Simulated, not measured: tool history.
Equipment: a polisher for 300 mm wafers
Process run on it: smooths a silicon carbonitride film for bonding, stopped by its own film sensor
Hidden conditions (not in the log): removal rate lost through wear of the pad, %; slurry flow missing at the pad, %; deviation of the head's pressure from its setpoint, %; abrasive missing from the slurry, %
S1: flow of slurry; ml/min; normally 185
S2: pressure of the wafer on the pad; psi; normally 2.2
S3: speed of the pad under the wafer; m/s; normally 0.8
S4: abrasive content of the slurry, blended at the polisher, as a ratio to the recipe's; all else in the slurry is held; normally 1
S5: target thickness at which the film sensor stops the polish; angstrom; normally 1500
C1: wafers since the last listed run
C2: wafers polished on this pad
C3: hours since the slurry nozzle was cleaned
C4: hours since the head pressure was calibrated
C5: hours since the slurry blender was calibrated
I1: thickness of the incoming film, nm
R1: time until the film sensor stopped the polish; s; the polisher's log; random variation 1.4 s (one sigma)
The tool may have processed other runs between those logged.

{"run": 1, "hour": 0.0, "S1": 185, "S2": 2.2, "S3": 0.8, "S4": 1, "S5": 1500, "C1": 0, "C2": 2237, "C3": 591.2, "C4": 1091.8, "C5": 64.5, "I1": 171.4, "R1": 90.9}
{"hour": 8.2, "done": "worn pad replaced by a new one"}
{"run": 2, "hour": 28.0, "S1": 185, "S2": 2.2, "S3": 0.8, "S4": 1, "S5": 1500, "C1": 218, "C2": 179, "C3": 619.2, "C4": 1119.8, "C5": 92.5, "I1": 172.9, "R1": 89.7}
{"run": 3, "hour": 58.8, "S1": 185, "S2": 2.2, "S3": 0.8, "S4": 1, "S5": 1500, "C1": 280, "C2": 459, "C3": 650, "C4": 1150.6, "C5": 123.3, "I1": 172.6, "R1": 85.4}
{"hour": 90.2, "done": "slurry nozzle cleaned"}
{"run": 4, "hour": 93.4, "S1": 185, "S2": 2.4, "S3": 0.8, "S4": 1, "S5": 1500, "C1": 305, "C2": 765, "C3": 3.2, "C4": 1185.2, "C5": 157.9, "I1": 169.9, "R1": 71}
{"run": 5, "hour": 122.0, "S1": 185, "S2": 2.4, "S3": 0.8, "S4": 1, "S5": 1500, "C1": 260, "C2": 1025, "C3": 31.8, "C4": 1213.8, "C5": 186.5, "I1": 171.8, "R1": 77.6}
{"hour": 148.8, "done": "head pressure recalibrated"}
{"hour": 149.9, "done": "slurry blender recalibrated"}
{"run": 6, "hour": 153.0, "S1": 185, "S2": 2.4, "S3": 0.8, "S4": 1, "S5": 1500, "C1": 254, "C2": 1279, "C3": 62.8, "C4": 4.2, "C5": 3.1, "I1": 172.4, "R1": 92.5}
{"run": 7, "hour": 179.1, "S1": 185, "S2": 2.2, "S3": 0.8, "S4": 1, "S5": 1500, "C1": 237, "C2": 1516, "C3": 88.9, "C4": 30.3, "C5": 29.2, "I1": 172.2, "R1": 102.3}
{"run": 8, "hour": 208.3, "S1": 185, "S2": 2.2, "S3": 0.8, "S4": 1, "S5": 1500, "C1": 265, "C2": 1782, "C3": 118.1, "C4": 59.5, "C5": 58.4, "I1": 170.6, "R1": 92.1}
{"run": 9, "hour": 222.5, "S1": 185, "S2": 1.4, "S3": 0.8, "S4": 1, "S5": 1500, "C1": 129, "C2": 1911, "C3": 132.3, "C4": 73.7, "C5": 72.6, "I1": 170.7, "R1": 136.9}
{"hour": 249.2, "done": "worn pad replaced by a new one"}
{"run": 10, "hour": 253.5, "S1": 185, "S2": 2.2, "S3": 0.8, "S4": 1, "S5": 1500, "C1": 245, "C2": 39, "C3": 163.3, "C4": 104.7, "C5": 103.6, "I1": 172.2, "R1": 92.3}
{"run": 11, "hour": 283.8, "S1": 185, "S2": 2.2, "S3": 0.6, "S4": 0.9, "S5": 1500, "C1": 275, "C2": 314, "C3": 193.6, "C4": 135, "C5": 133.9, "I1": 170, "R1": 112.4}
{"run": 12, "hour": 302.9, "S1": 185, "S2": 1.7, "S3": 1.08, "S4": 1, "S5": 1500, "C1": 173, "C2": 488, "C3": 212.7, "C4": 154.1, "C5": 153, "I1": 171.5, "R1": 87.3}
{"run": 13, "hour": 318.1, "S1": 185, "S2": 2.2, "S3": 0.8, "S4": 1.25, "S5": 1500, "C1": 138, "C2": 626, "C3": 227.9, "C4": 169.3, "C5": 168.2, "I1": 168.9, "R1": 74.3}
{"run": 14, "hour": 349.1, "S1": 185, "S2": 2.2, "S3": 0.8, "S4": 1, "S5": 1500, "C1": 281, "C2": 908, "C3": 258.9, "C4": 200.3, "C5": 199.2, "I1": 169.5, "R1": 86.3}
{"hour": 377.1, "done": "slurry blender recalibrated"}
{"run": 15, "hour": 381.8, "S1": 185, "S2": 1.8, "S3": 1, "S4": 1, "S5": 1560, "C1": 279, "C2": 1187, "C3": 291.6, "C4": 233, "C5": 4.7, "I1": 172.9, "R1": 73.1}
{"run": 16, "hour": 400.0, "S1": 185, "S2": 2.2, "S3": 0.8, "S4": 0.75, "S5": 1500, "C1": 165, "C2": 1352, "C3": 309.8, "C4": 251.2, "C5": 22.9, "I1": 170, "R1": 100.9}
{"run": 17, "hour": 418.2, "S1": 185, "S2": 2.2, "S3": 0.8, "S4": 1, "S5": 1500, "C1": 165, "C2": 1518, "C3": 328, "C4": 269.4, "C5": 41.1, "I1": 168.2, "R1": 85}
{"run": 18, "hour": 435.8, "S1": 220, "S2": 2.8, "S3": 0.8, "S4": 0.75, "S5": 1500, "C1": 160, "C2": 1678, "C3": 345.6, "C4": 287, "C5": 58.7, "I1": 170.7, "R1": 84.4}
{"run": 19, "hour": 451.2, "S1": 185, "S2": 2.2, "S3": 0.8, "S4": 1, "S5": 1500, "C1": 140, "C2": 1818, "C3": 361, "C4": 302.4, "C5": 74.1, "I1": 168.7, "R1": 85.6}
{"hour": 459.4, "done": "worn pad replaced by a new one"}
{"run": 20, "hour": 463.6, "S1": 185, "S2": 2.2, "S3": 0.8, "S4": 1, "S5": 1500, "C1": 76, "C2": 38, "C3": 373.4, "C4": 314.8, "C5": 86.5, "I1": 173.3, "R1": 96.1}
{"run": 21, "hour": 481.7, "S1": 185, "S2": 2.2, "S3": 0.8, "S4": 1, "S5": 1530, "C1": 164, "C2": 202, "C3": 391.5, "C4": 332.9, "C5": 104.6, "I1": 169.8, "R1": 70.4}
{"run": 22, "hour": 500.9, "S1": 170, "S2": 2.2, "S3": 0.96, "S4": 0.85, "S5": 1500, "C1": 174, "C2": 377, "C3": 410.7, "C4": 352.1, "C5": 123.8, "I1": 166.7, "R1": 66}
{"run": 23, "hour": 528.4, "S1": 185, "S2": 2.2, "S3": 0.8, "S4": 1, "S5": 1500, "C1": 250, "C2": 627, "C3": 438.2, "C4": 379.6, "C5": 151.3, "I1": 170.1, "R1": 83.8}
{"run": 24, "hour": 547.7, "S1": 185, "S2": 2.2, "S3": 0.8, "S4": 1, "S5": 1500, "C1": 175, "C2": 802, "C3": 457.5, "C4": 398.9, "C5": 170.6, "I1": 170, "R1": 85}
{"run": 25, "hour": 579.9, "S1": 185, "S2": 2.2, "S3": 0.8, "S4": 1.15, "S5": 1500, "C1": 292, "C2": 1095, "C3": 489.7, "C4": 431.1, "C5": 202.8, "I1": 171.3, "R1": 85.7}
{"hour": 595.6, "done": "slurry blender recalibrated"}
{"run": 26, "hour": 603.8, "S1": 225, "S2": 2.2, "S3": 0.68, "S4": 1, "S5": 1500, "C1": 199, "C2": 1294, "C3": 513.6, "C4": 455, "C5": 8.2, "I1": 169.7, "R1": 97.2}
{"run": 27, "hour": 630.0, "S1": 185, "S2": 2.2, "S3": 0.8, "S4": 0.9, "S5": 1500, "C1": 238, "C2": 1532, "C3": 539.8, "C4": 481.2, "C5": 34.4, "I1": 169, "R1": 90}
{"run": 28, "hour": 666.0, "S1": 185, "S2": 2.2, "S3": 0.96, "S4": 0.9, "S5": 1450, "C1": 327, "C2": 1860, "C3": 575.8, "C4": 517.2, "C5": 70.4, "I1": 172.3, "R1": 111.6}
{"run": 29, "hour": 701.3, "S1": 185, "S2": 2.8, "S3": 0.66, "S4": 0.8, "S5": 1500, "C1": 320, "C2": 2180, "C3": 611.1, "C4": 552.5, "C5": 105.7, "I1": 169.7, "R1": 97.4}
{"hour": 717.6, "done": "worn pad replaced by a new one"}
{"run": 30, "hour": 718.1, "S1": 185, "S2": 2.8, "S3": 1.04, "S4": 1, "S5": 1500, "C1": 116, "C2": 4, "C3": 627.9, "C4": 569.3, "C5": 122.5, "I1": 169.8, "R1": 53.6}
{"run": 31, "hour": 726.7, "S1": 185, "S2": 2.2, "S3": 0.96, "S4": 0.7, "S5": 1500, "C1": 78, "C2": 83, "C3": 636.5, "C4": 577.9, "C5": 131.1, "I1": 170.4, "R1": 85.1}

Below are 3 alternative next runs, each starting from the tool's condition after run 31. Predict each:
{"run": "A", "hour": 727.2, "S1": 185, "S2": 2.6, "S3": 0.8, "S4": 1, "S5": 1500, "C1": 4, "C2": 87, "C3": 637, "C4": 578.4, "C5": 131.6, "I1": 170.4, "R1": "?"}
{"run": "B", "hour": 727.2, "S1": 185, "S2": 2.2, "S3": 0.98, "S4": 0.9, "S5": 1500, "C1": 4, "C2": 87, "C3": 637, "C4": 578.4, "C5": 131.6, "I1": 170.4, "R1": "?"}
{"run": "C", "hour": 727.2, "S1": 130, "S2": 2.2, "S3": 0.7, "S4": 0.7, "S5": 1450, "C1": 4, "C2": 87, "C3": 637, "C4": 578.4, "C5": 131.6, "I1": 170.4, "R1": "?"}

run=A R1=72.1
run=B R1=73.8
run=C R1=141.2
What these runs would have given with no unlogged condition in the tool:
run=A R1=73
run=B R1=74.7
run=C R1=143.1
